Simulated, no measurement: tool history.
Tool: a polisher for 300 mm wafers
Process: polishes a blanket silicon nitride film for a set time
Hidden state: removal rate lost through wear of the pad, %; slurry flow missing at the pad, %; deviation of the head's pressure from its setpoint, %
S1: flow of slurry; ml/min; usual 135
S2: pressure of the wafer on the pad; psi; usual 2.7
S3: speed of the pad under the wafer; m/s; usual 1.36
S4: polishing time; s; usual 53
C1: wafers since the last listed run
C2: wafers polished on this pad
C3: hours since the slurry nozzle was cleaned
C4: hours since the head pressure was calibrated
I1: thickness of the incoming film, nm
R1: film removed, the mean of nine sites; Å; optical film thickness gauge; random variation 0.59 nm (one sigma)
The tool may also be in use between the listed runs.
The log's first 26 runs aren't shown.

run	hour	S1	S2	S3	S4	C1	C2	C3	C4	I1	R1
27	359.2	105	2.7	1.36	53	143	1346	53.3	166.4	640.9	777
# hour 365.2: worn pad replaced by a new one
28	372.4	165	2.7	1.60	53	78	60	66.5	179.6	642.8	1021
29	389.5	135	2.7	1.36	53	145	206	83.6	196.7	644.2	848
30	427.4	135	2.7	1.36	53	322	529	121.5	234.6	646.3	839
31	471.3	145	3.2	1.36	53	373	902	165.4	278.5	629.8	1014
# hour 477.1: slurry nozzle cleaned, repeated, since the last time left the tool worse
32	479.8	135	3.3	1.60	53	63	966	2.7	287.0	637.3	1337
33	492.4	135	2.7	0.88	53	107	1073	15.3	299.6	648.9	670
34	501.0	170	2.7	1.36	53	73	1147	23.9	308.2	628.0	982
35	513.4	120	2.7	1.36	53	105	1252	36.3	320.6	644.4	918
# hour 519.6: worn pad replaced by a new one
36	522.8	170	2.7	1.36	53	45	27	45.7	330.0	646.0	1002
37	536.1	135	2.1	1.36	53	113	140	59.0	343.3	639.9	741
38	551.3	165	2.0	1.36	53	129	269	74.2	358.5	642.3	733

Forecast each of these 3 alternatives for the next run:
A	551.7	135	2.7	1.36	53	3	273	74.6	358.9	644.2	?
B	551.7	105	3.5	1.66	71	3	273	74.6	358.9	644.2	?
C	551.7	135	2.7	1.64	41	3	273	74.6	358.9	644.2	?

run	R1
A	952
B	1825
C	856
Without the tool's hidden state the same runs would have given:
run	R1
A	955
B	1831
C	858

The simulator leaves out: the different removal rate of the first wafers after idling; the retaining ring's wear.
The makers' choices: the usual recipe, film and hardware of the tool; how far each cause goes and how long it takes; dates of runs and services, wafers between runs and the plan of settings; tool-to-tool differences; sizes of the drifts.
